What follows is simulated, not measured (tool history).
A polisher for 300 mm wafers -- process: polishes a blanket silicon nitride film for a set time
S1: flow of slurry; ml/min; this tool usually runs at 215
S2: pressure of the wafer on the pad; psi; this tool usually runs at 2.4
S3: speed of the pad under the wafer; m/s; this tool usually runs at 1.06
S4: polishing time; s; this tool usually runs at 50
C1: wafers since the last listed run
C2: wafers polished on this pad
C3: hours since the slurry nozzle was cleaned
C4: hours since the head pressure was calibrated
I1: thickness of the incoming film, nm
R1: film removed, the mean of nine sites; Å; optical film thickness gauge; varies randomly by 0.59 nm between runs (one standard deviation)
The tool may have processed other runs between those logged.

| run | hour | S1 | S2 | S3 | S4 | C1 | C2 | C3 | C4 | I1 | R1 |
|---|---|---|---|---|---|---|---|---|---|---|---|
| 1 | 0 | 215 | 2.4 | 1.06 | 50 | 0 | 795 | 247.9 | 254.9 | 372.8 | 691 |
| 2 | 25.9 | 215 | 2.4 | 1.06 | 50 | 301 | 1096 | 273.8 | 280.8 | 362.8 | 687 |
| 3 | 57.8 | 215 | 2.4 | 1.06 | 50 | 371 | 1468 | 305.7 | 312.7 | 374.8 | 668 |
| 4 | 86.7 | 215 | 2.6 | 1.06 | 50 | 336 | 1805 | 334.6 | 341.6 | 361.3 | 728 |
| 5 | 142.3 | 215 | 2.6 | 1.06 | 50 | 648 | 2453 | 390.2 | 397.2 | 363.9 | 701 |
|  | 147.6 | worn pad replaced by a new one |
| 6 | 172.6 | 180 | 2.4 | 1.06 | 50 | 306 | 291 | 420.5 | 427.5 | 366.4 | 707 |
| 7 | 231.4 | 215 | 2.4 | 1.06 | 50 | 685 | 976 | 479.3 | 486.3 | 368.8 | 677 |
| 8 | 267.8 | 215 | 2.4 | 1.06 | 50 | 424 | 1401 | 515.7 | 522.7 | 371.6 | 668 |
| 9 | 305.7 | 215 | 2.4 | 1.06 | 50 | 441 | 1842 | 553.6 | 560.6 | 365.3 | 664 |
| 10 | 336.3 | 215 | 2.4 | 1.06 | 50 | 356 | 2199 | 584.2 | 591.2 | 374 | 646 |
|  | 386.2 | worn pad replaced by a new one |
| 11 | 387.2 | 265 | 1.8 | 1.06 | 50 | 546 | 11 | 635.1 | 642.1 | 370.5 | 546 |
| 12 | 429.7 | 265 | 1.8 | 1.06 | 50 | 495 | 506 | 677.6 | 684.6 | 368 | 537 |
|  | 596.1 | worn pad replaced by a new one |
|  | 603.6 | slurry nozzle cleaned |
| 13 | 608 | 265 | 2.4 | 0.9 | 55 | 2019 | 126 | 4.4 | 862.9 | 375.3 | 701 |
| 14 | 641.9 | 195 | 2.4 | 0.9 | 50 | 395 | 521 | 38.3 | 896.8 | 363.1 | 605 |
| 15 | 677.1 | 190 | 1.7 | 0.7 | 38 | 410 | 932 | 73.5 | 932 | 373.5 | 270 |
| 16 | 743.8 | 215 | 2.4 | 1.06 | 50 | 777 | 1709 | 140.2 | 998.7 | 370.9 | 671 |
| 17 | 814.8 | 215 | 2.8 | 1.06 | 50 | 827 | 2536 | 211.2 | 1069.7 | 367.3 | 761 |
|  | 850.5 | worn pad replaced by a new one |
|  | 863.7 | head pressure recalibrated |
| 18 | 883.4 | 170 | 2.4 | 0.72 | 50 | 729 | 359 | 279.8 | 19.7 | 368.1 | 507 |
| 19 | 919.8 | 215 | 2.6 | 1.06 | 50 | 424 | 783 | 316.2 | 56.1 | 376.9 | 754 |
| 20 | 977.8 | 195 | 2.4 | 0.88 | 50 | 675 | 1459 | 374.2 | 114.1 | 374.3 | 580 |
| 21 | 1024.5 | 170 | 2.7 | 1.4 | 38 | 544 | 2004 | 420.9 | 160.8 | 367.1 | 698 |
| 22 | 1051.7 | 215 | 2.4 | 1.06 | 50 | 317 | 2321 | 448.1 | 188 | 371.5 | 660 |
|  | 1065.9 | worn pad replaced by a new one |
| 23 | 1106.9 | 265 | 2.4 | 1.4 | 43 | 596 | 477 | 503.3 | 243.2 | 375.8 | 780 |
| 24 | 1138.2 | 215 | 2.4 | 1.06 | 50 | 364 | 842 | 534.6 | 274.5 | 374.2 | 697 |
| 25 | 1199.3 | 290 | 2.4 | 0.84 | 35 | 712 | 1554 | 595.7 | 335.6 | 366.4 | 407 |

5 ways to go on from here, each from the tool as it stands after run 25. What would each give?
| A | 1199.7 | 275 | 2.4 | 1.06 | 50 | 4 | 1559 | 596.1 | 336 | 369.2 | ? |
| B | 1199.7 | 215 | 2.4 | 1.06 | 45 | 4 | 1559 | 596.1 | 336 | 369.2 | ? |
| C | 1199.7 | 260 | 2.6 | 1.34 | 43 | 4 | 1559 | 596.1 | 336 | 369.2 | ? |
| D | 1199.7 | 215 | 2.4 | 1.06 | 55 | 4 | 1559 | 596.1 | 336 | 369.2 | ? |
| E | 1199.7 | 170 | 2.8 | 1.24 | 38 | 4 | 1559 | 596.1 | 336 | 369.2 | ? |

| run | R1 |
|---|---|
| A | 699 |
| B | 618 |
| C | 783 |
| D | 756 |
| E | 678 |
With no hidden state in the tool, these same runs would have given:
| run | R1 |
|---|---|
| A | 745 |
| B | 658 |
| C | 833 |
| D | 805 |
| E | 722 |

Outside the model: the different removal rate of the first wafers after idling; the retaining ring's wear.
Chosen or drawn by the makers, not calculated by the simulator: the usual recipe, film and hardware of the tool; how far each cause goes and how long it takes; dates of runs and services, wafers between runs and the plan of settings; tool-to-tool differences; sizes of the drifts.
